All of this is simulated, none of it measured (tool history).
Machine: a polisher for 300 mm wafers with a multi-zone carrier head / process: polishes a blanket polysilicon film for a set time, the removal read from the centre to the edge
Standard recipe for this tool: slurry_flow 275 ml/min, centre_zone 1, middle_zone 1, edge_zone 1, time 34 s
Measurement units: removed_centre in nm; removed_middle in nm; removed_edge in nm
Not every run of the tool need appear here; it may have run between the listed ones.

| run | hour | slurry_flow | centre_zone | middle_zone | edge_zone | time | wafers since the last listed run | wafers polished on this pad | hours since the slurry nozzle was cleaned | hours since the centre zone pressure was calibrated | hours since the edge zone pressure was calibrated | hours since the carrier head's membrane was replaced | incoming thickness of the incoming film, nm | removed_centre | removed_middle | removed_edge |
|---|---|---|---|---|---|---|---|---|---|---|---|---|---|---|---|---|
| 1 | 0 | 275 | 1 | 1 | 1 | 34 | 0 | 991 | 157.9 | 229.2 | 1485.7 | 402.7 | 2304.1 | 198.7 | 199.5 | 201.6 |
|  | 10.1 | worn pad replaced by a new one |
| 2 | 30.2 | 275 | 1 | 1 | 1 | 34 | 331 | 254 | 188.1 | 259.4 | 1515.9 | 432.9 | 2292.2 | 214.8 | 215.9 | 211.6 |
| 3 | 62.2 | 275 | 1 | 1 | 0.95 | 34 | 404 | 658 | 220.1 | 291.4 | 1547.9 | 464.9 | 2288.3 | 201 | 204 | 199.4 |
| 4 | 84.7 | 275 | 1 | 1 | 0.95 | 34 | 284 | 943 | 242.6 | 313.9 | 1570.4 | 487.4 | 2261.2 | 200.5 | 196.3 | 188.4 |
|  | 90.8 | worn pad replaced by a new one |
| 5 | 118.6 | 275 | 1 | 1 | 0.95 | 34 | 378 | 351 | 276.5 | 347.8 | 1604.3 | 521.3 | 2300 | 213.4 | 213.9 | 209.4 |
| 6 | 135.1 | 275 | 1 | 1.08 | 1 | 39 | 208 | 560 | 293 | 364.3 | 1620.8 | 537.8 | 2299.3 | 240 | 254.9 | 230.7 |
|  | 165.2 | centre zone pressure recalibrated |
|  | 170 | edge zone pressure recalibrated |
| 7 | 170.9 | 275 | 1 | 1.08 | 1 | 39 | 402 | 962 | 328.8 | 5.7 | 0.9 | 573.6 | 2268.7 | 226.1 | 238.3 | 221.7 |
|  | 179.6 | worn pad replaced by a new one |
|  | 186 | carrier head's membrane replaced by a new one |
| 8 | 188.2 | 275 | 1 | 0.89 | 1.12 | 43 | 104 | 44 | 346.1 | 23 | 18.2 | 2.2 | 2287.9 | 283.1 | 259.3 | 294.5 |
| 9 | 207.3 | 215 | 1 | 1 | 1.09 | 34 | 241 | 286 | 365.2 | 42.1 | 37.3 | 21.3 | 2276.4 | 208.1 | 211.9 | 221.6 |
| 10 | 234.5 | 275 | 1 | 1.09 | 1 | 29 | 343 | 630 | 392.4 | 69.3 | 64.5 | 48.5 | 2294.7 | 176 | 190.1 | 172 |
|  | 261.6 | worn pad replaced by a new one |
| 11 | 268.8 | 275 | 1 | 1 | 1 | 34 | 383 | 90 | 426.7 | 103.6 | 98.8 | 82.8 | 2289.2 | 217.6 | 225.8 | 224.1 |
| 12 | 298 | 275 | 1 | 1 | 1 | 34 | 369 | 460 | 455.9 | 132.8 | 128 | 112 | 2309.4 | 217.1 | 215.8 | 209.2 |
|  | 307.7 | slurry nozzle cleaned |
| 13 | 314.4 | 275 | 1 | 1.08 | 1 | 34 | 194 | 654 | 6.7 | 149.2 | 144.4 | 128.4 | 2324.4 | 211.4 | 224.3 | 210.1 |
|  | 332.6 | worn pad replaced by a new one |
| 14 | 333.1 | 275 | 1.1 | 1 | 0.91 | 42 | 185 | 6 | 25.4 | 167.9 | 163.1 | 147.1 | 2250.1 | 304.3 | 279 | 264.2 |
| 15 | 390.2 | 200 | 1.05 | 1 | 1 | 43 | 722 | 728 | 82.5 | 225 | 220.2 | 204.2 | 2267.4 | 258.1 | 249.6 | 251.1 |

Alternative continuations, all from the tool just after run 15; predict every row:
| A | 390.6 | 275 | 1 | 1 | 1 | 34 | 5 | 733 | 82.9 | 225.4 | 220.6 | 204.6 | 2279 | ? | ? | ? |
| B | 390.6 | 275 | 1.05 | 0.94 | 1 | 34 | 5 | 733 | 82.9 | 225.4 | 220.6 | 204.6 | 2279 | ? | ? | ? |
| C | 390.6 | 275 | 1 | 1 | 1.1 | 34 | 5 | 733 | 82.9 | 225.4 | 220.6 | 204.6 | 2279 | ? | ? | ? |

| run | removed_centre | removed_middle | removed_edge |
|---|---|---|---|
| A | 204.8 | 205.2 | 199.3 |
| B | 215 | 194.8 | 199.4 |
| C | 204.8 | 205.2 | 208.4 |
With no hidden state in the tool, these same runs would have given:
| run | removed_centre | removed_middle | removed_edge |
|---|---|---|---|
| A | 228.8 | 229.4 | 222.7 |
| B | 240.3 | 217.7 | 222.9 |
| C | 228.8 | 229.3 | 233 |

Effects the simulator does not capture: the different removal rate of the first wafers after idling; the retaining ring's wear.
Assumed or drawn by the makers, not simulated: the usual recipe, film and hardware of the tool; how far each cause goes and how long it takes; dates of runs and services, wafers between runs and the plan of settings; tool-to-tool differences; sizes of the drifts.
